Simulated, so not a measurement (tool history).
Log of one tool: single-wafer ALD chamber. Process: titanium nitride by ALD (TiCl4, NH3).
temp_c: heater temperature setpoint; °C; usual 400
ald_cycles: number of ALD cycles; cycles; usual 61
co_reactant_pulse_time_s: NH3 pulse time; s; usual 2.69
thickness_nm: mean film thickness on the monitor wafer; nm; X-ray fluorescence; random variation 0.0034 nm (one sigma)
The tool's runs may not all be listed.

| run | hour | temp_c | ald_cycles | co_reactant_pulse_time_s | read-back reference wafer on the same gauge, thickness_nm | thickness_nm |
|---|---|---|---|---|---|---|
| 1 | 0 | 405 | 61 | 2.69 | 1.387 | 1.387 |
| 2 | 71.3 | 405 | 61 | 2.69 | 1.386 | 1.39 |
| 3 | 100.5 | 405 | 61 | 2.69 | 1.386 | 1.39 |
|  | 117.1 | gauge calibrated |
| 4 | 162.2 | 400 | 61 | 2.35 | 1.354 | 1.351 |
| 5 | 213.9 | 406 | 61 | 2.69 | 1.36 | 1.365 |
| 6 | 278.3 | 406 | 61 | 2.69 | 1.365 | 1.373 |
| 7 | 338 | 400 | 61 | 2.69 | 1.367 | 1.371 |
| 8 | 382.7 | 400 | 61 | 2.69 | 1.373 | 1.368 |
| 9 | 453.4 | 400 | 61 | 3.45 | 1.374 | 1.387 |
| 10 | 483.5 | 400 | 61 | 2.69 | 1.376 | 1.375 |
| 11 | 515 | 400 | 61 | 2.69 | 1.378 | 1.381 |
| 12 | 559.7 | 400 | 68 | 2.69 | 1.378 | 1.535 |
| 13 | 625.3 | 394 | 71 | 1.89 | 1.378 | 1.58 |
| 14 | 660.8 | 412 | 61 | 2.34 | 1.381 | 1.391 |
| 15 | 688.1 | 400 | 61 | 2.69 | 1.38 | 1.378 |
| 16 | 756.1 | 400 | 52 | 2.69 | 1.383 | 1.175 |
|  | 798.7 | showerhead replaced |
| 17 | 820.1 | 394 | 52 | 1.68 | 1.382 | 1.153 |
|  | 856.7 | thermocouple changed; heater temperature recalibrated |
| 18 | 869 | 400 | 61 | 3.74 | 1.382 | 1.395 |
|  | 872.6 | gauge calibrated |
| 19 | 932.6 | 386 | 73 | 1.75 | 1.357 | 1.589 |
| 20 | 1050.2 | 400 | 50 | 1.95 | 1.369 | 1.115 |
| 21 | 1115.8 | 387 | 70 | 1.62 | 1.371 | 1.539 |
| 22 | 1149.8 | 400 | 61 | 3.51 | 1.37 | 1.38 |
| 23 | 1211.8 | 400 | 61 | 2.69 | 1.376 | 1.382 |
| 24 | 1249.4 | 400 | 53 | 2.69 | 1.379 | 1.195 |

4 ways to go on from here, each from the tool as it stands after run 24. What would each give?
| A | 1249.9 | 400 | 61 | 2.69 | ? | ? |
| B | 1249.9 | 405 | 52 | 3.19 | ? | ? |
| C | 1249.9 | 405 | 55 | 1.88 | ? | ? |
| D | 1249.9 | 392 | 70 | 1.85 | ? | ? |

| run | read-back reference wafer on the same gauge, thickness_nm | thickness_nm |
|---|---|---|
| A | 1.377 | 1.38 |
| B | 1.377 | 1.182 |
| C | 1.377 | 1.236 |
| D | 1.377 | 1.557 |
Without the tool's hidden state the same runs would have given:
| run | thickness_nm |
|---|---|
| A | 1.353 |
| B | 1.159 |
| C | 1.211 |
| D | 1.526 |

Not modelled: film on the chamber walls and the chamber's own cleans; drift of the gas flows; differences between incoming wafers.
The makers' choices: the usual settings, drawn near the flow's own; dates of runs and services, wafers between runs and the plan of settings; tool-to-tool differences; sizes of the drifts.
